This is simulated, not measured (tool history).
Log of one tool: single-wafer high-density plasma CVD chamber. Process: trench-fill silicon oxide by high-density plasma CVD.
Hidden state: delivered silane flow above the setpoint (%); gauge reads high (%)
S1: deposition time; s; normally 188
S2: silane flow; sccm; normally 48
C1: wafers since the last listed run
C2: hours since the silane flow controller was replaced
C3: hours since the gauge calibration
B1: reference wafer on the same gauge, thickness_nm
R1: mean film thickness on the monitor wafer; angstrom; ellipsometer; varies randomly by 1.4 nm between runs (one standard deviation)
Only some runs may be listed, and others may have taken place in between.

run,day,S1,S2,C1,C2,C3,B1,R1
1,0.000,188,48,0,4795.5,117.6,1050.279,9506.31
2,0.642,188,48,143,4810.9,133.0,1050.509,9489.34
3,1.617,188,48,218,4834.3,156.4,1051.461,9508.69
4,2.767,188,45,257,4861.9,184.0,1053.025,8918.26
5,3.888,188,45,251,4888.8,210.9,1054.603,8930.13
6,5.325,158,41,322,4923.3,245.4,1054.807,6856.25
7,6.179,158,41,191,4943.8,265.9,1055.434,6880.59
# day 6.196: gauge calibrated
8,6.933,162,57,168,4961.9,17.7,1047.150,9700.66
# day 8.100: silane flow controller replaced
9,8.254,155,39,221,3.7,49.4,1048.372,6342.86
10,9.488,188,43,276,33.3,79.0,1049.215,8511.05
11,10.129,173,53,143,48.7,94.4,1049.966,9661.34
12,11.338,188,48,270,77.7,123.4,1051.221,9495.25

Expected results for the next run?
13,12.221,153,48,197,98.9,144.6,?,?

Run 13 produced B1 1052.181, R1 7737.06 angstrom.
Minus the tool's unlogged condition, the same run would have read R1 7686.10 angstrom.
